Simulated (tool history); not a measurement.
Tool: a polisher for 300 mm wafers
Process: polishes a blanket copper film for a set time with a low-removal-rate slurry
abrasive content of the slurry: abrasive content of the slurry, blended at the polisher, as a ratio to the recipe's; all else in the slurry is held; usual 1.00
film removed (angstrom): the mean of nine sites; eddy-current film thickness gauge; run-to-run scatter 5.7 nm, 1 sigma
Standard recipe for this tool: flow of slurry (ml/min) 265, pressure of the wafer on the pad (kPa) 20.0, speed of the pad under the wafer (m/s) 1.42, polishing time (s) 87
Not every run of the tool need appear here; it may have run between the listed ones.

run    hour  flow of slurry (ml/min)  pressure of the wafer on the pad (kPa)  speed of the pad under the wafer (m/s)  abrasive content of the slurry  polishing time (s)  wafers since the last listed run  wafers polished on this pad  hours since the slurry nozzle was cleaned  hours since the head pressure was calibrated  hours since the slurry blender was calibrated  incoming thickness of the incoming film, nm  film removed (angstrom)
  1     0.0                      265                                    15.9                                    1.42                            1.00                  87                                 0                         4440                                      570.8                                        1381.5                                          143.9                                       1164.6                     2874
       17.5  -- head pressure recalibrated
       41.0  -- worn pad replaced by a new one
  2    57.1                      265                                    15.9                                    1.42                            1.00                  87                               585                          183                                      627.9                                          39.6                                          201.0                                       1168.9                     3256
       89.6  -- slurry nozzle cleaned
  3   148.7                      265                                    20.0                                    1.42                            1.00                  65                              1037                         1221                                       59.1                                         131.2                                          292.6                                       1170.7                     3030
  4   213.1                      265                                    20.0                                    1.42                            1.15                  72                               737                         1959                                      123.5                                         195.6                                          357.0                                       1168.6                     3454
  5   275.7                      265                                    20.0                                    1.42                            1.00                  87                               717                         2676                                      186.1                                         258.2                                          419.6                                       1141.0                     3928
      304.1  -- slurry blender recalibrated
  6   321.4                      265                                    20.0                                    1.42                            1.00                  87                               500                         3177                                      231.8                                         303.9                                           17.3                                       1162.9                     3824
  7   401.0                      265                                    20.0                                    1.42                            1.00                  87                               911                         4089                                      311.4                                         383.5                                           96.9                                       1170.2                     3800
      412.8  -- worn pad replaced by a new one
  8   457.5                      265                                    20.0                                    1.42                            1.00                  87                               601                          511                                      367.9                                         440.0                                          153.4                                       1166.8                     4155
  9   525.1                      265                                    20.0                                    1.42                            1.00                  87                               774                         1286                                      435.5                                         507.6                                          221.0                                       1154.8                     3985
 10   579.6                      265                                    20.0                                    1.42                            1.00                  87                               624                         1910                                      490.0                                         562.1                                          275.5                                       1149.8                     4051
 11   681.6                      265                                    16.5                                    1.42                            1.00                  87                              1168                         3079                                      592.0                                         664.1                                          377.5                                       1165.7                     3243
      733.4  -- slurry nozzle cleaned
      756.8  -- slurry blender recalibrated
      784.3  -- worn pad replaced by a new one
 12   785.9                      265                                    20.0                                    1.42                            1.00                  87                              1114                           17                                       52.5                                         768.4                                           29.1                                       1170.1                     4130
 13   823.1                      265                                    20.0                                    1.20                            1.00                  87                               426                          444                                       89.7                                         805.6                                           66.3                                       1148.6                     3490
 14  1114.5                      265                                    20.0                                    1.20                            1.00                  87                              3338                         3782                                      381.1                                        1097.0                                          357.7                                       1147.0                     3261
     1131.6  -- slurry blender recalibrated
 15  1192.8                      265                                    20.0                                    1.42                            1.00                  87                               874                         4656                                      459.4                                        1175.3                                           61.2                                       1143.8                     3684
     1219.3  -- worn pad replaced by a new one
     1282.0  -- head pressure recalibrated
 16  1299.5                      210                                    20.0                                    1.42                            0.85                  76                              1153                          895                                      566.1                                          17.5                                          167.9                                       1171.0                     3263
 17  1345.8                      265                                    20.0                                    1.42                            1.00                  87                               530                         1426                                      612.4                                          63.8                                          214.2                                       1151.0                     4007
     1354.9  -- slurry nozzle cleaned
 18  1400.3                      265                                    20.0                                    1.42                            1.00                  87                               612                         2039                                       45.4                                         118.3                                          268.7                                       1146.9                     3966
 19  1486.6                      265                                    20.0                                    1.42                            1.00                  87                               988                         3027                                      131.7                                         204.6                                          355.0                                       1145.1                     3896
     1537.4  -- slurry blender recalibrated
 20  1552.7                      185                                    20.0                                    1.22                            1.00                  87                               734                         3762                                      197.8                                         270.7                                           15.3                                       1156.1                     3045
 21  1613.3                      265                                    20.0                                    1.42                            0.80                  98                               694                         4456                                      258.4                                         331.3                                           75.9                                       1164.6                     4035
 22  1664.0                      265                                    15.9                                    1.42                            1.00                  87                               580                         5037                                      309.1                                         382.0                                          126.6                                       1140.7                     2848
     1706.8  -- worn pad replaced by a new one
 23  1707.3                      300                                    20.0                                    1.42                            1.00                  87                               450                            5                                      352.4                                         425.3                                          169.9                                       1159.4                     4090
 24  1801.4                      265                                    14.5                                    1.42                            1.20                  62                              1078                         1083                                      446.5                                         519.4                                          264.0                                       1172.2                     2170
 25  1881.0                      310                                    20.0                                    1.16                            1.25                  67                               911                         1995                                      526.1                                         599.0                                          343.6                                       1162.3                     2713
     1917.6  -- slurry nozzle cleaned
 26  1920.3                      310                                    17.2                                    1.42                            1.10                  87                               438                         2434                                        2.7                                         638.3                                          382.9                                       1162.3                     3512
     1923.3  -- slurry blender recalibrated
 27  1977.0                      225                                    20.0                                    1.42                            1.10                  87                               626                         3060                                       59.4                                         695.0                                           53.7                                       1159.3                     3800
 28  2037.3                      265                                    20.0                                    1.10                            0.80                 113                               690                         3751                                      119.7                                         755.3                                          114.0                                       1182.0                     3674
 29  2109.9                      265                                    15.9                                    1.42                            1.00                  87                               831                         4583                                      192.3                                         827.9                                          186.6                                       1144.1                     2917
     2128.8  -- worn pad replaced by a new one
 30  2181.7                      265                                    20.0                                    1.42                            1.00                  87                               776                          605                                      264.1                                         899.7                                          258.4                                       1155.0                     4012

For each run, what was the tool's unlogged condition?
slurry flow missing at the pad, %: 0, the same for each run
deviation of the head's pressure from its setpoint, %: 0, the same for each run
abrasive missing from the slurry, %: 0, the same for each run
H1: removal rate lost through wear of the pad, %
run     H1
  1   11.5
  2  0.372
  3   1.09
  4   2.22
  5   3.83
  6   5.31
  7   8.52
  8  0.694
  9   1.36
 10   2.32
 11   5.12
 12  0.216
 13  0.311
 14   7.09
 15   10.7
 16   1.47
 17   2.07
 18   3.13
 19   5.56
 20   8.07
 21   10.8
 22   13.5
 23   1.45
 24   2.01
 25   3.36
 26   4.32
 27   6.05
 28   8.33
 29   11.7
 30   1.05
